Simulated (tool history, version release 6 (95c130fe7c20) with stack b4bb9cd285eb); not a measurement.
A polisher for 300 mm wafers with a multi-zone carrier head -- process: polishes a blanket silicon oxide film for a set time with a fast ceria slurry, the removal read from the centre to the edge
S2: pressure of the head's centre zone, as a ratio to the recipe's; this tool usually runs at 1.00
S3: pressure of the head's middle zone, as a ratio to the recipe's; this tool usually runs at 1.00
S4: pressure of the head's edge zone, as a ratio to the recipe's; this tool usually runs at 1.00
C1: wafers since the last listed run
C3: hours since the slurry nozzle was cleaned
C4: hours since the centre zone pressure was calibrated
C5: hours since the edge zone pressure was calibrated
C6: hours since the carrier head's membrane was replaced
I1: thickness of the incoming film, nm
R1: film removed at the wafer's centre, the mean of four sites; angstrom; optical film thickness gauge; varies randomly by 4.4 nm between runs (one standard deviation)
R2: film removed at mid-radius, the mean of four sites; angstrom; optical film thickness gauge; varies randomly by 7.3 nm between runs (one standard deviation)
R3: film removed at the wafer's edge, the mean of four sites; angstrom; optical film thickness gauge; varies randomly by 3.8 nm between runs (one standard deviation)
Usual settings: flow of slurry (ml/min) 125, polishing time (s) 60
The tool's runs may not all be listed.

Run 1, hour 0.0: usual settings but S4 0.92; C1 0; wafers polished on this pad 352; C3 159.7; C4 1224.0; C5 170.3; C6 53.9; I1 2943.8. Result: R1 5309 angstrom, R2 5064 angstrom, R3 4984 angstrom.
Run 2, hour 25.8: usual settings; C1 384; wafers polished on this pad 736; C3 185.5; C4 1249.8; C5 196.1; C6 79.7; I1 2921.7. Result: R1 5194 angstrom, R2 5103 angstrom, R3 5154 angstrom.
Run 3, hour 52.9: usual settings but flow of slurry (ml/min) 100; C1 403; wafers polished on this pad 1140; C3 212.6; C4 1276.9; C5 223.2; C6 106.8; I1 3011.9. Result: R1 4936 angstrom, R2 4789 angstrom, R3 4902 angstrom.
Run 4, hour 97.3: usual settings but flow of slurry (ml/min) 145, polishing time (s) 78; C1 661; wafers polished on this pad 1801; C3 257.0; C4 1321.3; C5 267.6; C6 151.2; I1 2903.6. Result: R1 6905 angstrom, R2 6758 angstrom, R3 6577 angstrom.
Run 5, hour 123.2: usual settings; C1 385; wafers polished on this pad 2187; C3 282.9; C4 1347.2; C5 293.5; C6 177.1; I1 2965.1. Result: R1 5016 angstrom, R2 5003 angstrom, R3 4991 angstrom.
Run 6, hour 139.6: usual settings; C1 244; wafers polished on this pad 2431; C3 299.3; C4 1363.6; C5 309.9; C6 193.5; I1 2980.8. Result: R1 5053 angstrom, R2 4830 angstrom, R3 4861 angstrom.
Run 7, hour 165.3: usual settings but flow of slurry (ml/min) 110, S4 0.94, polishing time (s) 80; C1 382; wafers polished on this pad 2814; C3 325.0; C4 1389.3; C5 335.6; C6 219.2; I1 3009.0. Result: R1 6463 angstrom, R2 6323 angstrom, R3 6213 angstrom.
Run 8, hour 197.4: usual settings but S4 1.06; C1 478; wafers polished on this pad 3292; C3 357.1; C4 1421.4; C5 367.7; C6 251.3; I1 2926.6. Result: R1 4902 angstrom, R2 4894 angstrom, R3 5023 angstrom.
At hour 224.4: worn pad replaced by a new one.
Run 9, hour 228.4: usual settings but flow of slurry (ml/min) 145, S2 1.11, S3 0.90, polishing time (s) 75; C1 402; wafers polished on this pad 59; C3 388.1; C4 1452.4; C5 398.7; C6 282.3; I1 2963.8. Result: R1 7490 angstrom, R2 6016 angstrom, R3 6575 angstrom.
Run 10, hour 248.5: usual settings; C1 299; wafers polished on this pad 359; C3 408.2; C4 1472.5; C5 418.8; C6 302.4; I1 2958.4. Result: R1 5191 angstrom, R2 5089 angstrom, R3 5100 angstrom.
At hour 259.4: centre zone pressure recalibrated.
At hour 274.1: slurry nozzle cleaned.
Run 11, hour 274.6: usual settings but S4 0.96; C1 343; wafers polished on this pad 703; C3 0.5; C4 15.2; C5 444.9; C6 328.5; I1 2913.9. Result: R1 5206 angstrom, R2 5121 angstrom, R3 4960 angstrom.
Run 12, hour 299.8: usual settings but flow of slurry (ml/min) 95, polishing time (s) 50; C1 375; wafers polished on this pad 1078; C3 25.7; C4 40.4; C5 470.1; C6 353.7; I1 2897.7. Result: R1 3987 angstrom, R2 3935 angstrom, R3 4104 angstrom.
Run 13, hour 317.8: usual settings but flow of slurry (ml/min) 80, S2 1.10, S3 0.92, polishing time (s) 51; C1 268; wafers polished on this pad 1346; C3 43.7; C4 58.4; C5 488.1; C6 371.7; I1 2960.8. Result: R1 4314 angstrom, R2 3685 angstrom, R3 3993 angstrom.
At hour 323.8: edge zone pressure recalibrated.
Run 14, hour 336.4: usual settings but S2 1.03, S3 0.96, S4 0.95; C1 247; wafers polished on this pad 1593; C3 62.3; C4 77.0; C5 12.6; C6 390.3; I1 3002.5. Result: R1 5298 angstrom, R2 4911 angstrom, R3 4945 angstrom.
Run 15, hour 365.6: usual settings but S2 0.91, S3 1.04, polishing time (s) 69; C1 434; wafers polished on this pad 2028; C3 91.5; C4 106.2; C5 41.8; C6 419.5; I1 2942.5. Result: R1 5333 angstrom, R2 5824 angstrom, R3 5684 angstrom.
Run 16, hour 379.6: usual settings but S4 0.92, polishing time (s) 49; C1 208; wafers polished on this pad 2237; C3 105.5; C4 120.2; C5 55.8; C6 433.5; I1 2961.0. Result: R1 4160 angstrom, R2 4070 angstrom, R3 3838 angstrom.
Run 17, hour 405.9: usual settings but S2 0.88, S4 1.10; C1 391; wafers polished on this pad 2628; C3 131.8; C4 146.5; C5 82.1; C6 459.8; I1 2965.2. Result: R1 4403 angstrom, R2 4949 angstrom, R3 5158 angstrom.
Run 18, hour 418.1: usual settings but flow of slurry (ml/min) 140; C1 181; wafers polished on this pad 2810; C3 144.0; C4 158.7; C5 94.3; C6 472.0; I1 2965.4. Result: R1 5085 angstrom, R2 5012 angstrom, R3 4970 angstrom.
Run 19, hour 449.8: usual settings but polishing time (s) 44; C1 472; wafers polished on this pad 3282; C3 175.7; C4 190.4; C5 126.0; C6 503.7; I1 2974.7. Result: R1 3642 angstrom, R2 3552 angstrom, R3 3550 angstrom.
At hour 472.2: worn pad replaced by a new one.
Run 20, hour 482.5: usual settings but polishing time (s) 47; C1 427; wafers polished on this pad 154; C3 208.4; C4 223.1; C5 158.7; C6 536.4; I1 2977.2. Result: R1 4092 angstrom, R2 4019 angstrom, R3 4011 angstrom.
Run 21, hour 495.1: usual settings but S2 0.93, S3 1.11, S4 0.92, polishing time (s) 51; C1 187; wafers polished on this pad 341; C3 221.0; C4 235.7; C5 171.3; C6 549.0; I1 2952.7. Result: R1 4124 angstrom, R2 4677 angstrom, R3 4178 angstrom.

Some steps in R1, run to run, broken into two amounts with sign: the step expected even without the hidden condition (settings, incoming material, random variation), and the rest, left for the hidden condition together with whatever gauge scatter is not in both the measured and the hidden-condition-free result:
What the log doesn't record here: removal rate lost through wear of the pad, %; slurry flow missing at the pad, %; deviation of the centre zone's pressure from its setpoint, %; deviation of the edge zone's pressure from its setpoint, %.
Run 8 -> 9: flow of slurry (ml/min) 125 -> 145, S2 1.00 -> 1.11, S3 1.00 -> 0.90, S4 1.06 -> 1.00, polishing time (s) 60 -> 75, worn pad replaced by a new one. R1 +2588 angstrom: hidden state +257, all else +2331.
Run 9 -> 10: flow of slurry (ml/min) 145 -> 125, S2 1.11 -> 1.00, S3 0.90 -> 1.00, polishing time (s) 75 -> 60. R1 -2299 angstrom: hidden state -14, all else -2285.
Run 19 -> 20: polishing time (s) 44 -> 47, worn pad replaced by a new one. R1 +450 angstrom: hidden state +226, all else +224.

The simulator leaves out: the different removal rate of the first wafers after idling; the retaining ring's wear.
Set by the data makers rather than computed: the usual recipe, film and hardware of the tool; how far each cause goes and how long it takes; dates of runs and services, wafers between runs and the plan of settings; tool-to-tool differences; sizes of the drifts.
